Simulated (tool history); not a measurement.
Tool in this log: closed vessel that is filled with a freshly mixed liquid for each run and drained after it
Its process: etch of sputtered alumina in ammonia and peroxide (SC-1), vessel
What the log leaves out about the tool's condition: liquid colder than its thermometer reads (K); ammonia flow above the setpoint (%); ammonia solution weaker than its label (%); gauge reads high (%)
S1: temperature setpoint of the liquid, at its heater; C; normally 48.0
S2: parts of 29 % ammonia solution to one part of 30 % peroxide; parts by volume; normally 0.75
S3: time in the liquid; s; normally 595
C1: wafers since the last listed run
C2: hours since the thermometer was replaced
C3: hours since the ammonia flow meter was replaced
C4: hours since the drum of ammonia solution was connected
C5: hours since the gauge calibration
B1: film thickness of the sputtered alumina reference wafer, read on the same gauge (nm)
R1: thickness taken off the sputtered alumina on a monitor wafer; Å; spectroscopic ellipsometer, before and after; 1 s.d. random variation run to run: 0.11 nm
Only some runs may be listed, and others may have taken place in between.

run	day	S1	S2	S3	C1	C2	C3	C4	C5	B1	R1
1	0.000	48.0	0.75	595	0	2622.9	878.5	230.3	98.0	59.97	235.7
2	0.692	48.0	0.75	595	1199	2639.5	895.1	246.9	114.6	60.02	235.5
3	0.962	48.0	0.75	595	469	2646.0	901.6	253.4	121.1	59.98	236.2
4	1.429	48.0	0.75	595	809	2657.2	912.8	264.6	132.3	60.02	235.2
5	1.875	48.0	0.75	835	773	2667.9	923.5	275.3	143.0	60.00	330.8
6	2.479	48.0	0.75	835	1047	2682.4	938.0	289.8	157.5	60.00	331.7
# day 2.688: thermometer replaced
7	2.788	48.0	0.75	595	462	2.4	945.4	297.2	164.9	59.95	235.1
8	3.050	48.0	0.75	400	455	8.7	951.7	303.5	171.2	59.98	158.9
9	3.400	48.0	0.75	295	606	17.1	960.1	311.9	179.6	59.95	117.4
# day 3.400: gauge calibrated
10	3.917	57.0	0.50	755	896	29.5	972.5	324.3	12.4	60.00	464.4
11	4.342	48.0	0.75	595	737	39.7	982.7	334.5	22.6	60.01	236.8
# day 5.804: ammonia flow meter replaced
# day 5.825: new drum of ammonia solution connected
12	5.888	48.0	0.50	820	2571	76.8	2.0	1.5	59.7	60.02	313.9
13	6.392	48.0	0.50	330	874	88.9	14.1	13.6	71.8	60.04	125.8
14	7.092	51.0	0.40	345	1213	105.7	30.9	30.4	88.6	59.98	150.3
15	7.688	42.0	0.75	595	1033	120.0	45.2	44.7	102.9	60.00	167.5
16	8.017	48.0	0.75	595	570	127.9	53.1	52.6	110.8	59.99	236.0

What was the tool's hidden state at every run in the log?
liquid colder than its thermometer reads (K): 0, the same for each run
ammonia flow above the setpoint (%): 0, the same for each run
ammonia solution weaker than its label (%): 0, the same for each run
gauge reads high (%): 0, the same for each run

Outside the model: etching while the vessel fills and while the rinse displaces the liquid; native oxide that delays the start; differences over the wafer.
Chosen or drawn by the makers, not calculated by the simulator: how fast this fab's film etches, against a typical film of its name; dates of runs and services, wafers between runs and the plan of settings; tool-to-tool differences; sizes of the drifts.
